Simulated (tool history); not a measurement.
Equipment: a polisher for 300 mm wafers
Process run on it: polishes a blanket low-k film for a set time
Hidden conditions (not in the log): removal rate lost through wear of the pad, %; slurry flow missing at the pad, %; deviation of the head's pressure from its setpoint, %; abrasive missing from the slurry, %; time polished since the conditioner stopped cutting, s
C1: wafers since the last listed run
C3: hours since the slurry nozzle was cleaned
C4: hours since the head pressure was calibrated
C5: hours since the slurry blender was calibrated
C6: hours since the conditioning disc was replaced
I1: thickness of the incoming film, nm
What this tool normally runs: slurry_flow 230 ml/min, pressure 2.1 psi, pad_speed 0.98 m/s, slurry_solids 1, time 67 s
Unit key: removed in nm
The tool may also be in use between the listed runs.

{"run": 1, "hour": 0.0, "slurry_flow": 230, "pressure": 2.1, "pad_speed": 0.98, "slurry_solids": 0.8, "time": 67, "C1": 0, "wafers polished on this pad": 1596, "C3": 469.1, "C4": 356.3, "C5": 76.3, "C6": 226.3, "I1": 605.8, "removed": 25}
{"run": 2, "hour": 95.0, "slurry_flow": 230, "pressure": 2.1, "pad_speed": 0.98, "slurry_solids": 1.15, "time": 67, "C1": 747, "wafers polished on this pad": 2344, "C3": 564.1, "C4": 451.3, "C5": 171.3, "C6": 321.3, "I1": 604.4, "removed": 29}
{"run": 3, "hour": 187.4, "slurry_flow": 260, "pressure": 2.1, "pad_speed": 0.98, "slurry_solids": 1, "time": 67, "C1": 727, "wafers polished on this pad": 3072, "C3": 656.5, "C4": 543.7, "C5": 263.7, "C6": 413.7, "I1": 613.9, "removed": 27.6}
{"run": 4, "hour": 223.8, "slurry_flow": 230, "pressure": 2.1, "pad_speed": 0.98, "slurry_solids": 0.75, "time": 67, "C1": 286, "wafers polished on this pad": 3358, "C3": 692.9, "C4": 580.1, "C5": 300.1, "C6": 450.1, "I1": 612.5, "removed": 23.6}
{"run": 5, "hour": 291.7, "slurry_flow": 300, "pressure": 2.1, "pad_speed": 1.24, "slurry_solids": 1, "time": 58, "C1": 534, "wafers polished on this pad": 3893, "C3": 760.8, "C4": 648, "C5": 368, "C6": 518, "I1": 600.1, "removed": 27.6}
{"run": 6, "hour": 333.3, "slurry_flow": 230, "pressure": 1.5, "pad_speed": 1.26, "slurry_solids": 1, "time": 67, "C1": 327, "wafers polished on this pad": 4220, "C3": 802.4, "C4": 689.6, "C5": 409.6, "C6": 559.6, "I1": 611.7, "removed": 21.3}
{"hour": 349.7, "done": "slurry nozzle cleaned"}
{"run": 7, "hour": 424.5, "slurry_flow": 230, "pressure": 2.1, "pad_speed": 0.98, "slurry_solids": 1, "time": 67, "C1": 710, "wafers polished on this pad": 4931, "C3": 74.8, "C4": 780.8, "C5": 500.8, "C6": 650.8, "I1": 599.6, "removed": 26.5}
{"hour": 463.9, "done": "head pressure recalibrated"}
{"hour": 473.1, "done": "conditioning disc replaced and pad reconditioned"}
{"run": 8, "hour": 498.2, "slurry_flow": 230, "pressure": 2.1, "pad_speed": 0.98, "slurry_solids": 1, "time": 67, "C1": 548, "wafers polished on this pad": 5479, "C3": 148.5, "C4": 34.3, "C5": 574.5, "C6": 25.1, "I1": 615.5, "removed": 25.9}
{"hour": 542.5, "done": "worn pad replaced by a new one"}
{"run": 9, "hour": 569.3, "slurry_flow": 230, "pressure": 2.1, "pad_speed": 0.98, "slurry_solids": 1, "time": 67, "C1": 528, "wafers polished on this pad": 210, "C3": 219.6, "C4": 105.4, "C5": 645.6, "C6": 96.2, "I1": 603, "removed": 25.9}
{"hour": 625.3, "done": "slurry blender recalibrated"}
{"run": 10, "hour": 728.8, "slurry_flow": 280, "pressure": 2.1, "pad_speed": 0.98, "slurry_solids": 1, "time": 67, "C1": 1239, "wafers polished on this pad": 1450, "C3": 379.1, "C4": 264.9, "C5": 103.5, "C6": 255.7, "I1": 608.9, "removed": 27.9}
{"run": 11, "hour": 792.1, "slurry_flow": 230, "pressure": 2.1, "pad_speed": 0.98, "slurry_solids": 1, "time": 67, "C1": 498, "wafers polished on this pad": 1949, "C3": 442.4, "C4": 328.2, "C5": 166.8, "C6": 319, "I1": 606.6, "removed": 27.1}
{"run": 12, "hour": 835.1, "slurry_flow": 230, "pressure": 2.1, "pad_speed": 0.98, "slurry_solids": 1, "time": 59, "C1": 338, "wafers polished on this pad": 2287, "C3": 485.4, "C4": 371.2, "C5": 209.8, "C6": 362, "I1": 612.1, "removed": 23.5}
{"run": 13, "hour": 934.8, "slurry_flow": 285, "pressure": 1.6, "pad_speed": 1.3, "slurry_solids": 1, "time": 45, "C1": 784, "wafers polished on this pad": 3072, "C3": 585.1, "C4": 470.9, "C5": 309.5, "C6": 461.7, "I1": 613.8, "removed": 16.1}
{"run": 14, "hour": 999.1, "slurry_flow": 230, "pressure": 2.1, "pad_speed": 0.98, "slurry_solids": 1.25, "time": 60, "C1": 506, "wafers polished on this pad": 3578, "C3": 649.4, "C4": 535.2, "C5": 373.8, "C6": 526, "I1": 601.8, "removed": 26}
{"hour": 1004.1, "done": "slurry nozzle cleaned"}
{"hour": 1207.3, "done": "worn pad replaced by a new one"}
{"hour": 1241.4, "done": "head pressure recalibrated"}
{"run": 15, "hour": 1242.4, "slurry_flow": 230, "pressure": 2.1, "pad_speed": 1.1, "slurry_solids": 1, "time": 67, "C1": 1860, "wafers polished on this pad": 260, "C3": 238.3, "C4": 1, "C5": 617.1, "C6": 769.3, "I1": 610, "removed": 27.9}
{"hour": 1281.3, "done": "conditioning disc replaced and pad reconditioned"}
{"run": 16, "hour": 1331.9, "slurry_flow": 230, "pressure": 2.5, "pad_speed": 0.98, "slurry_solids": 1, "time": 67, "C1": 688, "wafers polished on this pad": 949, "C3": 327.8, "C4": 90.5, "C5": 706.6, "C6": 50.6, "I1": 608.2, "removed": 29.9}
{"hour": 1404.1, "done": "slurry blender recalibrated"}
{"run": 17, "hour": 1422.5, "slurry_flow": 230, "pressure": 2.1, "pad_speed": 0.98, "slurry_solids": 1, "time": 67, "C1": 697, "wafers polished on this pad": 1647, "C3": 418.4, "C4": 181.1, "C5": 18.4, "C6": 141.2, "I1": 602, "removed": 27.7}
{"run": 18, "hour": 1725.3, "slurry_flow": 230, "pressure": 2.1, "pad_speed": 0.98, "slurry_solids": 1, "time": 67, "C1": 2383, "wafers polished on this pad": 4031, "C3": 721.2, "C4": 483.9, "C5": 321.2, "C6": 444, "I1": 600, "removed": 27.1}
{"run": 19, "hour": 1763.6, "slurry_flow": 230, "pressure": 2.1, "pad_speed": 1.12, "slurry_solids": 1.15, "time": 84, "C1": 301, "wafers polished on this pad": 4332, "C3": 759.5, "C4": 522.2, "C5": 359.5, "C6": 482.3, "I1": 606.8, "removed": 38}
{"hour": 1796.7, "done": "slurry nozzle cleaned"}
{"run": 20, "hour": 1813.5, "slurry_flow": 230, "pressure": 2.1, "pad_speed": 0.98, "slurry_solids": 1, "time": 67, "C1": 384, "wafers polished on this pad": 4717, "C3": 16.8, "C4": 572.1, "C5": 409.4, "C6": 532.2, "I1": 610.8, "removed": 26.7}

The next listed run, before its measurement:
{"run": 21, "hour": 1916.0, "slurry_flow": 155, "pressure": 2.1, "pad_speed": 0.98, "slurry_solids": 1, "time": 75, "C1": 806, "wafers polished on this pad": 5524, "C3": 119.3, "C4": 674.6, "C5": 511.9, "C6": 634.7, "I1": 608.5, "removed": "?"}

removed: 27.9 nm
The same run, on a tool lacking any hidden state, would have yielded removed 29.3 nm.
